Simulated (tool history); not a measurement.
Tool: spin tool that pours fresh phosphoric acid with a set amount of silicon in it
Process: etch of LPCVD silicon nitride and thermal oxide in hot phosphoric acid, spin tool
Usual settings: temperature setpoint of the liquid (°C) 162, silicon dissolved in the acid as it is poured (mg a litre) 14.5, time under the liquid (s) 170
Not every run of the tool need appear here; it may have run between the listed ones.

| run | day | temperature setpoint of the liquid (°C) | silicon dissolved in the acid as it is poured (mg a litre) | time under the liquid (s) | wafers since the last listed run | hours since the thermometer was replaced | hours since the dissolved silicon flow meter was replaced | hours since the heated supply line was repaired | hours since the gauge calibration | read-back film thickness of the LPCVD silicon nitride reference wafer, read on the same gauge (nm) | read-back film thickness of the thermal oxide reference wafer, read on the same gauge (nm) | thickness taken off the LPCVD silicon nitride on a monitor wafer (angstrom) | thickness taken off the thermal oxide on a monitor wafer (angstrom) |
|---|---|---|---|---|---|---|---|---|---|---|---|---|---|
| 1 | 0 | 164 | 17.5 | 170 | 0 | 44.2 | 1243.4 | 2441.3 | 1487.1 | 149.99 | 119.99 | 165.1 | 4.44 |
| 2 | 1.129 | 164 | 17.5 | 170 | 256 | 71.3 | 1270.5 | 2468.4 | 1514.2 | 150.02 | 120 | 164.8 | 4.29 |
| 3 | 2.446 | 162 | 14.5 | 170 | 298 | 102.9 | 1302.1 | 2500 | 1545.8 | 150.03 | 120.013 | 154.5 | 4.68 |
| 4 | 4.712 | 162 | 14.5 | 170 | 514 | 157.3 | 1356.5 | 2554.4 | 1600.2 | 150 | 119.992 | 154.6 | 4.38 |
| 5 | 7.642 | 162 | 14.5 | 170 | 664 | 227.6 | 1426.8 | 2624.7 | 1670.5 | 150.01 | 120.067 | 154.5 | 3.85 |
|  | 10.062 | heated supply line repaired |
| 6 | 10.625 | 160 | 14.5 | 170 | 667 | 299.2 | 1498.4 | 13.5 | 1742.1 | 149.97 | 119.952 | 144.7 | 2.88 |
| 7 | 12.492 | 159.5 | 14.5 | 80 | 423 | 344 | 1543.2 | 58.3 | 1786.9 | 150.01 | 120.002 | 66.9 | 1.65 |
| 8 | 14.454 | 162 | 7.5 | 170 | 445 | 391.1 | 1590.3 | 105.4 | 1834 | 150 | 119.979 | 154.6 | 4.42 |
| 9 | 16.9 | 159.5 | 19.5 | 80 | 554 | 449.8 | 1649 | 164.1 | 1892.7 | 150 | 119.965 | 66.9 | 1.49 |
| 10 | 19.246 | 162 | 14.5 | 170 | 532 | 506.1 | 1705.3 | 220.4 | 1949 | 150.01 | 119.967 | 154.3 | 4.37 |
|  | 20.096 | dissolved silicon flow meter replaced |
|  | 21.667 | gauge calibrated |
| 11 | 21.679 | 162 | 14.5 | 95 | 542 | 564.5 | 38 | 278.8 | 0.3 | 150.03 | 119.972 | 85.6 | 2.22 |
| 12 | 23.221 | 160.5 | 14.5 | 115 | 349 | 601.5 | 75 | 315.8 | 37.3 | 150 | 119.996 | 99.3 | 2.53 |
| 13 | 25.508 | 162 | 14.5 | 215 | 518 | 656.4 | 129.9 | 370.7 | 92.2 | 150 | 120.018 | 194.4 | 5.18 |
| 14 | 26.712 | 162 | 14.5 | 235 | 273 | 685.3 | 158.8 | 399.6 | 121.1 | 149.99 | 120.046 | 211.2 | 5.36 |
| 15 | 27.846 | 159.5 | 14.5 | 170 | 257 | 712.5 | 186 | 426.8 | 148.3 | 149.98 | 120.004 | 140.9 | 3.31 |
| 16 | 30.346 | 163 | 18.5 | 115 | 567 | 772.5 | 246 | 486.8 | 208.3 | 150 | 119.997 | 107.1 | 2.66 |
| 17 | 32.421 | 162 | 14.5 | 80 | 470 | 822.3 | 295.8 | 536.6 | 258.1 | 149.98 | 119.99 | 71.6 | 1.65 |
| 18 | 33.946 | 160.5 | 19 | 120 | 345 | 858.9 | 332.4 | 573.2 | 294.7 | 149.99 | 119.995 | 102.5 | 2.48 |
| 19 | 36.271 | 159 | 22 | 135 | 527 | 914.7 | 388.2 | 629 | 350.5 | 149.97 | 120.007 | 109.9 | 2.06 |
| 20 | 37.746 | 162 | 14.5 | 170 | 334 | 950.1 | 423.6 | 664.4 | 385.9 | 149.99 | 119.981 | 153.5 | 3.8 |
| 21 | 40.7 | 162 | 14.5 | 170 | 670 | 1021 | 494.5 | 735.3 | 456.8 | 150.02 | 120.042 | 152.6 | 3.97 |
| 22 | 42.188 | 160.5 | 14.5 | 100 | 337 | 1056.7 | 530.2 | 771 | 492.5 | 150 | 120.012 | 85.4 | 2.12 |
| 23 | 44.283 | 160 | 11 | 135 | 475 | 1107 | 580.5 | 821.3 | 542.8 | 150.02 | 119.949 | 113.5 | 2.53 |

What if the next run were any one of these 3? Each begins from the tool's condition after run 23:
| A | 44.304 | 162 | 14.5 | 170 | 4 | 1107.5 | 581 | 821.8 | 543.3 | ? | ? | ? | ? |
| B | 44.304 | 162 | 23.5 | 170 | 4 | 1107.5 | 581 | 821.8 | 543.3 | ? | ? | ? | ? |
| C | 44.304 | 161 | 9 | 80 | 4 | 1107.5 | 581 | 821.8 | 543.3 | ? | ? | ? | ? |

| run | read-back film thickness of the LPCVD silicon nitride reference wafer, read on the same gauge (nm) | read-back film thickness of the thermal oxide reference wafer, read on the same gauge (nm) | thickness taken off the LPCVD silicon nitride on a monitor wafer (angstrom) | thickness taken off the thermal oxide on a monitor wafer (angstrom) |
|---|---|---|---|---|
| A | 150.01 | 120.012 | 151.7 | 4.05 |
| B | 150.01 | 120.012 | 151.7 | 3.15 |
| C | 150.01 | 120.012 | 69 | 2.01 |
The same runs, with their run-to-run variation unchanged, on a tool lacking any hidden condition would have given:
| run | thickness taken off the LPCVD silicon nitride on a monitor wafer (angstrom) | thickness taken off the thermal oxide on a monitor wafer (angstrom) |
|---|---|---|
| A | 154.5 | 4.22 |
| B | 154.5 | 3.28 |
| C | 70.3 | 2.1 |

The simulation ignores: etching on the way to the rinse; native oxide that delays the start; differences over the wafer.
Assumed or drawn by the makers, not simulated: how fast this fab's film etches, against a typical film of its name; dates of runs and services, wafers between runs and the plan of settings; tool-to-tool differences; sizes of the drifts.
